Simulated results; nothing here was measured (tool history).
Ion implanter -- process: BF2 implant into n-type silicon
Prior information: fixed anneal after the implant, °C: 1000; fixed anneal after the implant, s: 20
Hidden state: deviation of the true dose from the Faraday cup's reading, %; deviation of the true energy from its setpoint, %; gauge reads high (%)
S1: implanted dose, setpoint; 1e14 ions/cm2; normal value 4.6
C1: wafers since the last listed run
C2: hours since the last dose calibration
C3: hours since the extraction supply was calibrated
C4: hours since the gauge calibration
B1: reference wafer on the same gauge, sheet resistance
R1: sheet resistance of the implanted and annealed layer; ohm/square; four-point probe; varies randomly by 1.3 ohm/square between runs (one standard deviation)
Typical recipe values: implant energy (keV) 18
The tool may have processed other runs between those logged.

run 1 day=0 | S1=4.6 implant_energy_(keV)=18 | C1=0 C2=646 C3=1623.5 C4=883.3 | B1=249.02 | R1=274.37
-- day=0.458 Faraday cup replaced and dose calibrated
run 2 day=1.175 | S1=4.6 implant_energy_(keV)=18 | C1=371 C2=17.2 C3=1651.7 C4=911.5 | B1=249.24 | R1=264.24
run 3 day=2.767 | S1=4.6 implant_energy_(keV)=18 | C1=702 C2=55.4 C3=1689.9 C4=949.7 | B1=249.16 | R1=264.03
run 4 day=5.758 | S1=4.6 implant_energy_(keV)=18 | C1=1319 C2=127.2 C3=1761.7 C4=1021.5 | B1=248.87 | R1=264.19
run 5 day=8.571 | S1=4.6 implant_energy_(keV)=18 | C1=1240 C2=194.7 C3=1829.2 C4=1089 | B1=248.74 | R1=262.88
run 6 day=11.008 | S1=4.6 implant_energy_(keV)=18 | C1=1075 C2=253.2 C3=1887.7 C4=1147.5 | B1=249.05 | R1=265.01
run 7 day=12.962 | S1=4.6 implant_energy_(keV)=22 | C1=862 C2=300.1 C3=1934.6 C4=1194.4 | B1=248.84 | R1=254.03
run 8 day=13.983 | S1=4.6 implant_energy_(keV)=22 | C1=450 C2=324.6 C3=1959.1 C4=1218.9 | B1=248.8 | R1=253.27
run 9 day=16.267 | S1=4.6 implant_energy_(keV)=22 | C1=1007 C2=379.4 C3=2013.9 C4=1273.7 | B1=248.96 | R1=254.09
run 10 day=18.208 | S1=3.97 implant_energy_(keV)=18 | C1=856 C2=426 C3=2060.5 C4=1320.3 | B1=249.14 | R1=298
run 11 day=19.538 | S1=4.6 implant_energy_(keV)=15 | C1=586 C2=457.9 C3=2092.4 C4=1352.2 | B1=248.83 | R1=278.03
-- day=23.696 Faraday cup replaced and dose calibrated
run 12 day=26.138 | S1=4.6 implant_energy_(keV)=15 | C1=2764 C2=58.6 C3=2250.8 C4=1510.6 | B1=249.02 | R1=274.05
run 13 day=27.488 | S1=4.6 implant_energy_(keV)=15 | C1=595 C2=91 C3=2283.2 C4=1543 | B1=249.03 | R1=275.7
run 14 day=28.638 | S1=4.6 implant_energy_(keV)=18 | C1=507 C2=118.6 C3=2310.8 C4=1570.6 | B1=248.99 | R1=260.96
run 15 day=30.762 | S1=4.6 implant_energy_(keV)=18 | C1=937 C2=169.6 C3=2361.8 C4=1621.6 | B1=249.06 | R1=263.67
run 16 day=33.279 | S1=4.6 implant_energy_(keV)=20 | C1=1110 C2=230 C3=2422.2 C4=1682 | B1=248.83 | R1=258.07
run 17 day=34.496 | S1=4.6 implant_energy_(keV)=20 | C1=536 C2=259.2 C3=2451.4 C4=1711.2 | B1=249.06 | R1=259.54
run 18 day=35.775 | S1=3.81 implant_energy_(keV)=12 | C1=564 C2=289.9 C3=2482.1 C4=1741.9 | B1=248.68 | R1=326
run 19 day=38.662 | S1=4.6 implant_energy_(keV)=18 | C1=1273 C2=359.2 C3=2551.4 C4=1811.2 | B1=248.61 | R1=261.94
run 20 day=39.954 | S1=3.87 implant_energy_(keV)=21 | C1=569 C2=390.2 C3=2582.4 C4=1842.2 | B1=248.95 | R1=292.14
-- day=40.788 extraction supply calibrated
run 21 day=42.354 | S1=3.73 implant_energy_(keV)=22 | C1=911 C2=447.8 C3=37.6 C4=1899.8 | B1=248.71 | R1=298.89
-- day=42.404 gauge calibrated
run 22 day=44.079 | S1=3.97 implant_energy_(keV)=20.5 | C1=760 C2=489.2 C3=79 C4=40.2 | B1=249.35 | R1=290.45
run 23 day=45.888 | S1=4.6 implant_energy_(keV)=16.5 | C1=797 C2=532.6 C3=122.4 C4=83.6 | B1=248.94 | R1=273.18
-- day=46.704 Faraday cup replaced and dose calibrated
run 24 day=48.617 | S1=4.6 implant_energy_(keV)=18 | C1=1056 C2=45.9 C3=187.9 C4=149.1 | B1=248.77 | R1=260.25
run 25 day=50.367 | S1=4.6 implant_energy_(keV)=24 | C1=771 C2=87.9 C3=229.9 C4=191.1 | B1=248.89 | R1=246.37
run 26 day=52.446 | S1=5.76 implant_energy_(keV)=12 | C1=917 C2=137.8 C3=279.8 C4=241 | B1=248.89 | R1=256.4
run 27 day=53.479 | S1=5.81 implant_energy_(keV)=16 | C1=455 C2=162.6 C3=304.6 C4=265.8 | B1=248.96 | R1=237.61
run 28 day=55.288 | S1=4.6 implant_energy_(keV)=18 | C1=797 C2=206 C3=348 C4=309.2 | B1=248.98 | R1=263.91
run 29 day=57.542 | S1=5.74 implant_energy_(keV)=15.5 | C1=994 C2=260.1 C3=402.1 C4=363.3 | B1=249.05 | R1=237.98
run 30 day=58.625 | S1=4.6 implant_energy_(keV)=18 | C1=477 C2=286.1 C3=428.1 C4=389.3 | B1=249.32 | R1=264.65
run 31 day=59.671 | S1=5.02 implant_energy_(keV)=14.5 | C1=461 C2=311.2 C3=453.2 C4=414.4 | B1=249.28 | R1=262.3
run 32 day=61.292 | S1=5.86 implant_energy_(keV)=19.5 | C1=714 C2=350.1 C3=492.1 C4=453.3 | B1=248.98 | R1=222.69
run 33 day=62.888 | S1=3.95 implant_energy_(keV)=24.5 | C1=703 C2=388.4 C3=530.4 C4=491.6 | B1=248.88 | R1=281.75
run 34 day=63.983 | S1=5 implant_energy_(keV)=20.5 | C1=483 C2=414.7 C3=556.7 C4=517.9 | B1=248.9 | R1=242.62
run 35 day=65.475 | S1=5.1 implant_energy_(keV)=23.5 | C1=657 C2=450.5 C3=592.5 C4=553.7 | B1=248.97 | R1=234.88
run 36 day=68.388 | S1=3.9 implant_energy_(keV)=16 | C1=1284 C2=520.4 C3=662.4 C4=623.6 | B1=248.93 | R1=307.78
run 37 day=70.825 | S1=5.71 implant_energy_(keV)=12.5 | C1=1075 C2=578.9 C3=720.9 C4=682.1 | B1=249.06 | R1=263.24
-- day=73.771 Faraday cup replaced and dose calibrated
run 38 day=73.792 | S1=4.18 implant_energy_(keV)=13.5 | C1=1161 C2=0.5 C3=792.1 C4=753.3 | B1=248.85 | R1=300.33

Each row is a separate what-if for the run after 38, all from the same tool condition, not one after another. Results?
run A day=73.808 | S1=4.6 implant_energy_(keV)=15.5 | C1=7 C2=0.9 C3=792.5 C4=753.7 | B1=? | R1=?
run B day=73.808 | S1=5.55 implant_energy_(keV)=24 | C1=7 C2=0.9 C3=792.5 C4=753.7 | B1=? | R1=?
run C day=73.808 | S1=3.95 implant_energy_(keV)=18 | C1=7 C2=0.9 C3=792.5 C4=753.7 | B1=? | R1=?

run=A B1=248.8 R1=273.65
run=B B1=248.8 R1=218.58
run=C B1=248.8 R1=293.01
Take away the tool's hidden state, keep each run's random variation, and the runs would have read:
run=A R1=273.32
run=B R1=218.3
run=C R1=292.6
